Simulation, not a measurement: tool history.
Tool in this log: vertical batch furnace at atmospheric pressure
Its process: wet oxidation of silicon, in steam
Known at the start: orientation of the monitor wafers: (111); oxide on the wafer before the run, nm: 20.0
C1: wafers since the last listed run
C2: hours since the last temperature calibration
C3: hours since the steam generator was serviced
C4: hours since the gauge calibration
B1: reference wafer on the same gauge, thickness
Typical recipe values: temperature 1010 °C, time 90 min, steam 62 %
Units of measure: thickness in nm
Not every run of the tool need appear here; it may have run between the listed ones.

run 1 hour=0 | temperature=1010 time=90 steam=62 | C1=0 C2=1514.3 C3=984.9 C4=278.3 | B1=492.86 | thickness=479.55
run 2 hour=34.6 | temperature=1010 time=90 steam=62 | C1=599 C2=1548.9 C3=1019.5 C4=312.9 | B1=492.19 | thickness=477.44
run 3 hour=67.7 | temperature=1010 time=90 steam=69 | C1=573 C2=1582 C3=1052.6 C4=346 | B1=491.35 | thickness=507.64
run 4 hour=101.1 | temperature=1010 time=90 steam=62 | C1=579 C2=1615.4 C3=1086 C4=379.4 | B1=490.53 | thickness=476.76
run 5 hour=130.8 | temperature=1010 time=90 steam=62 | C1=515 C2=1645.1 C3=1115.7 C4=409.1 | B1=489.7 | thickness=474.16
run 6 hour=149.8 | temperature=996 time=90 steam=62 | C1=329 C2=1664.1 C3=1134.7 C4=428.1 | B1=489.11 | thickness=440.38
run 7 hour=167.7 | temperature=996 time=90 steam=62 | C1=310 C2=1682 C3=1152.6 C4=446 | B1=488.7 | thickness=440.49
run 8 hour=189.3 | temperature=996 time=90 steam=62 | C1=374 C2=1703.6 C3=1174.2 C4=467.6 | B1=487.88 | thickness=438.86
-- hour=189.5 gauge calibrated
run 9 hour=221.5 | temperature=1021 time=90 steam=62 | C1=558 C2=1735.8 C3=1206.4 C4=32 | B1=494.6 | thickness=504.58
run 10 hour=243.3 | temperature=1021 time=90 steam=62 | C1=378 C2=1757.6 C3=1228.2 C4=53.8 | B1=494.77 | thickness=505.61
-- hour=299.2 steam generator serviced
run 11 hour=299.7 | temperature=1010 time=90 steam=67 | C1=561 C2=1814 C3=0.5 C4=110.2 | B1=494.06 | thickness=501.5
run 12 hour=308.6 | temperature=1010 time=90 steam=67 | C1=154 C2=1822.9 C3=9.4 C4=119.1 | B1=494 | thickness=502.6
run 13 hour=360.9 | temperature=1010 time=90 steam=67 | C1=906 C2=1875.2 C3=61.7 C4=171.4 | B1=493.44 | thickness=501.75
run 14 hour=373 | temperature=1010 time=124 steam=62 | C1=209 C2=1887.3 C3=73.8 C4=183.5 | B1=493.28 | thickness=579.06
run 15 hour=396.2 | temperature=1010 time=124 steam=62 | C1=402 C2=1910.5 C3=97 C4=206.7 | B1=492.91 | thickness=576.82
run 16 hour=417.2 | temperature=1010 time=67 steam=62 | C1=364 C2=1931.5 C3=118 C4=227.7 | B1=492.69 | thickness=401.03
run 17 hour=443.5 | temperature=1017 time=135 steam=62 | C1=456 C2=1957.8 C3=144.3 C4=254 | B1=492.35 | thickness=625.22
run 18 hour=456.5 | temperature=1022 time=104 steam=62 | C1=225 C2=1970.8 C3=157.3 C4=267 | B1=491.89 | thickness=550.75
run 19 hour=490 | temperature=1034 time=103 steam=62 | C1=580 C2=2004.3 C3=190.8 C4=300.5 | B1=491.48 | thickness=576.52
run 20 hour=516.9 | temperature=1010 time=90 steam=68 | C1=466 C2=2031.2 C3=217.7 C4=327.4 | B1=490.72 | thickness=503.1
run 21 hour=533.7 | temperature=1010 time=90 steam=56 | C1=291 C2=2048 C3=234.5 C4=344.2 | B1=490.45 | thickness=447.67
run 22 hour=547.2 | temperature=987 time=108.5 steam=67 | C1=234 C2=2061.5 C3=248 C4=357.7 | B1=489.82 | thickness=493.01
run 23 hour=569.5 | temperature=1010 time=90 steam=62 | C1=386 C2=2083.8 C3=270.3 C4=380 | B1=489.3 | thickness=475.27
-- hour=634.8 thermocouples replaced and temperature profile calibrated
run 24 hour=665.8 | temperature=1010 time=90 steam=67 | C1=1253 C2=31 C3=366.6 C4=476.3 | B1=486.04 | thickness=492.76
-- hour=670.5 gauge calibrated
run 25 hour=693.8 | temperature=1010 time=90 steam=62 | C1=485 C2=59 C3=394.6 C4=23.3 | B1=496.45 | thickness=479.53

What does the tool deliver on the next run?
run 26 hour=729.8 | temperature=1023 time=61 steam=62 | C1=624 C2=95 C3=430.6 C4=59.3 | B1=? | thickness=?

Run 26 measured B1 496.59, thickness 407.63 nm.
Without the tool's hidden state the same run would have given thickness 406.51 nm.
